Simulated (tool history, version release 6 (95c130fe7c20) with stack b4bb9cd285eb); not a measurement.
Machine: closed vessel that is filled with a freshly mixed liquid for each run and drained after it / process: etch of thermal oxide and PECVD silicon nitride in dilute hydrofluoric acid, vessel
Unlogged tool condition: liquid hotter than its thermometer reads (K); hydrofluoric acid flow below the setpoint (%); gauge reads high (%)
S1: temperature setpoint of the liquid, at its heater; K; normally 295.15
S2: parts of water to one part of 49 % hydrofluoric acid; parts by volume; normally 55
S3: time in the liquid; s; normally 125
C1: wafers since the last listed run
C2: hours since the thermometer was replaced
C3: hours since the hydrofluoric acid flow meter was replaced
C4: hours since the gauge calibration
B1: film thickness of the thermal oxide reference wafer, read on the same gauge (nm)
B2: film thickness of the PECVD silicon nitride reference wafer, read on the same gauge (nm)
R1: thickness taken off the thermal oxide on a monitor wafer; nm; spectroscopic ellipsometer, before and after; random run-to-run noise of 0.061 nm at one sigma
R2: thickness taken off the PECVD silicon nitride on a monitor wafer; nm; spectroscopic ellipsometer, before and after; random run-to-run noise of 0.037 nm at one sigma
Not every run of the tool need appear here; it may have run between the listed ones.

run 1 hour=0.0 | S1=293.65 S2=55 S3=125 | C1=0 C2=1248.2 C3=1189.1 C4=205.9 | B1=30.03 B2=109.987 | R1=9.69 R2=3.110
run 2 hour=12.5 | S1=293.65 S2=55 S3=125 | C1=914 C2=1260.7 C3=1201.6 C4=218.4 | B1=29.98 B2=110.017 | R1=9.75 R2=3.179
run 3 hour=29.6 | S1=295.15 S2=55 S3=125 | C1=1251 C2=1277.8 C3=1218.7 C4=235.5 | B1=29.99 B2=109.983 | R1=10.27 R2=3.410
run 4 hour=42.5 | S1=295.15 S2=35 S3=125 | C1=944 C2=1290.7 C3=1231.6 C4=248.4 | B1=29.97 B2=110.038 | R1=16.72 R2=5.401
run 5 hour=54.9 | S1=295.15 S2=35 S3=125 | C1=907 C2=1303.1 C3=1244.0 C4=260.8 | B1=30.02 B2=109.997 | R1=16.70 R2=5.489
run 6 hour=65.2 | S1=295.15 S2=35 S3=125 | C1=753 C2=1313.4 C3=1254.3 C4=271.1 | B1=29.99 B2=110.006 | R1=16.79 R2=5.396
-- hour=81.8 hydrofluoric acid flow meter replaced
run 7 hour=103.1 | S1=292.15 S2=55 S3=180 | C1=2700 C2=1351.3 C3=21.3 C4=309.0 | B1=30.02 B2=109.970 | R1=15.02 R2=4.512
run 8 hour=112.7 | S1=295.15 S2=55 S3=125 | C1=702 C2=1360.9 C3=30.9 C4=318.6 | B1=29.98 B2=110.002 | R1=11.66 R2=3.944
run 9 hour=121.1 | S1=295.15 S2=55 S3=125 | C1=614 C2=1369.3 C3=39.3 C4=327.0 | B1=30.05 B2=109.991 | R1=11.74 R2=3.890
run 10 hour=135.6 | S1=291.15 S2=55 S3=95 | C1=1061 C2=1383.8 C3=53.8 C4=341.5 | B1=30.01 B2=110.025 | R1=7.51 R2=2.246
run 11 hour=151.0 | S1=295.15 S2=55 S3=125 | C1=1127 C2=1399.2 C3=69.2 C4=356.9 | B1=30.03 B2=110.030 | R1=11.74 R2=3.878
run 12 hour=166.2 | S1=295.15 S2=30 S3=85 | C1=1112 C2=1414.4 C3=84.4 C4=372.1 | B1=30.02 B2=109.997 | R1=15.13 R2=4.671
run 13 hour=173.3 | S1=295.15 S2=25 S3=90 | C1=519 C2=1421.5 C3=91.5 C4=379.2 | B1=30.01 B2=110.013 | R1=19.29 R2=6.115
run 14 hour=180.8 | S1=297.15 S2=55 S3=125 | C1=548 C2=1429.0 C3=99.0 C4=386.7 | B1=29.97 B2=110.017 | R1=12.57 R2=4.412
run 15 hour=190.4 | S1=295.15 S2=55 S3=125 | C1=702 C2=1438.6 C3=108.6 C4=396.3 | B1=29.99 B2=109.954 | R1=11.61 R2=3.931
run 16 hour=207.9 | S1=295.15 S2=55 S3=100 | C1=1280 C2=1456.1 C3=126.1 C4=413.8 | B1=30.00 B2=110.039 | R1=9.37 R2=3.100
-- hour=213.2 gauge calibrated
-- hour=218.2 thermometer replaced
run 17 hour=218.7 | S1=295.15 S2=65 S3=150 | C1=717 C2=0.5 C3=136.9 C4=5.5 | B1=30.01 B2=109.974 | R1=10.55 R2=3.381
run 18 hour=229.9 | S1=297.65 S2=40 S3=75 | C1=819 C2=11.7 C3=148.1 C4=16.7 | B1=29.96 B2=109.986 | R1=9.97 R2=3.225
run 19 hour=245.3 | S1=293.15 S2=35 S3=180 | C1=1127 C2=27.1 C3=163.5 C4=32.1 | B1=29.97 B2=109.985 | R1=22.57 R2=6.466
run 20 hour=252.5 | S1=295.15 S2=35 S3=125 | C1=526 C2=34.3 C3=170.7 C4=39.3 | B1=30.05 B2=110.027 | R1=17.01 R2=5.202
run 21 hour=265.2 | S1=295.15 S2=55 S3=125 | C1=929 C2=47.0 C3=183.4 C4=52.0 | B1=30.00 B2=110.015 | R1=10.50 R2=3.324
run 22 hour=280.6 | S1=295.15 S2=55 S3=125 | C1=1127 C2=62.4 C3=198.8 C4=67.4 | B1=29.97 B2=110.021 | R1=10.60 R2=3.289
run 23 hour=291.2 | S1=295.15 S2=55 S3=125 | C1=775 C2=73.0 C3=209.4 C4=78.0 | B1=29.95 B2=109.983 | R1=10.51 R2=3.297
run 24 hour=302.9 | S1=295.15 S2=55 S3=145 | C1=856 C2=84.7 C3=221.1 C4=89.7 | B1=29.96 B2=110.068 | R1=12.21 R2=3.822
run 25 hour=315.9 | S1=295.15 S2=55 S3=95 | C1=951 C2=97.7 C3=234.1 C4=102.7 | B1=30.01 B2=110.019 | R1=8.05 R2=2.554

5 ways to go on from here, each from the tool as it stands after run 25. What would each give?
run A hour=316.6 | S1=295.15 S2=30 S3=125 | C1=51 C2=98.4 C3=234.8 C4=103.4 | B1=? B2=? | R1=? R2=?
run B hour=316.6 | S1=295.15 S2=55 S3=150 | C1=51 C2=98.4 C3=234.8 C4=103.4 | B1=? B2=? | R1=? R2=?
run C hour=316.6 | S1=292.15 S2=55 S3=125 | C1=51 C2=98.4 C3=234.8 C4=103.4 | B1=? B2=? | R1=? R2=?
run D hour=316.6 | S1=299.65 S2=45 S3=125 | C1=51 C2=98.4 C3=234.8 C4=103.4 | B1=? B2=? | R1=? R2=?
run E hour=316.6 | S1=293.65 S2=30 S3=125 | C1=51 C2=98.4 C3=234.8 C4=103.4 | B1=? B2=? | R1=? R2=?

run=A B1=29.99 B2=110.039 R1=19.82 R2=6.014
run=B B1=29.99 B2=110.039 R1=12.54 R2=4.001
run=C B1=29.99 B2=110.039 R1=9.22 R2=2.713
run=D B1=29.99 B2=110.039 R1=15.57 R2=5.489
run=E B1=29.99 B2=110.039 R1=18.59 R2=5.420
Stripped of hidden state, with their random variation kept, the same runs would have yielded:
run=A R1=20.33 R2=6.085
run=B R1=12.89 R2=4.052
run=C R1=9.47 R2=2.745
run=D R1=16.01 R2=5.564
run=E R1=19.07 R2=5.482
